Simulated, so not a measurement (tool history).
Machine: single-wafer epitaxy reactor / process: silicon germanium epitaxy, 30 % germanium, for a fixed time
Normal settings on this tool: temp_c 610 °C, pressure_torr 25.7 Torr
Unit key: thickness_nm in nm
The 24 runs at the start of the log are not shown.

run	day	temp_c	pressure_torr	wafers since the last listed run	hours since the last pyrometer calibration	hours since the last manometer calibration	hours since the showerhead was replaced	hours since the gauge calibration	read-back reference wafer on the same gauge, thickness_nm	thickness_nm
25	31.392	619	23.1	358	131.4	485.6	132.2	517.8	77.775	95.202
26	32.262	619	28.7	280	152.3	506.5	153.1	538.7	77.532	108.877
27	33.342	621	29.1	348	178.2	532.4	179.0	564.6	77.674	114.480
28	34.492	595	27.6	370	205.8	560.0	206.6	592.2	77.692	64.592
29	35.638	598	27.5	369	233.3	587.5	234.1	619.7	77.617	69.271
30	36.271	621	30.8	204	248.5	602.7	249.3	634.9	77.650	117.358
31	37.279	610	25.7	325	272.7	626.9	273.5	659.1	77.706	85.061
32	38.638	610	25.7	438	305.3	659.5	306.1	691.7	77.701	85.060
33	39.192	616	19.5	178	318.6	672.8	319.4	705.0	77.692	80.022
34	40.388	610	30.0	385	347.3	701.5	348.1	733.7	77.782	92.879

Alternative continuations, all from the tool just after run 34; predict every row:
A	40.404	610	20.6	5	347.7	701.9	348.5	734.1	?	?
B	40.404	610	22.3	5	347.7	701.9	348.5	734.1	?	?
C	40.404	621	30.4	5	347.7	701.9	348.5	734.1	?	?
D	40.404	610	22.2	5	347.7	701.9	348.5	734.1	?	?
E	40.404	610	20.9	5	347.7	701.9	348.5	734.1	?	?

run	read-back reference wafer on the same gauge, thickness_nm	thickness_nm
A	77.742	73.535
B	77.742	77.529
C	77.742	116.374
D	77.742	77.302
E	77.742	74.263
Without the tool's unlogged condition, the same runs would have read:
run	thickness_nm
A	74.000
B	78.019
C	117.126
D	77.791
E	74.733
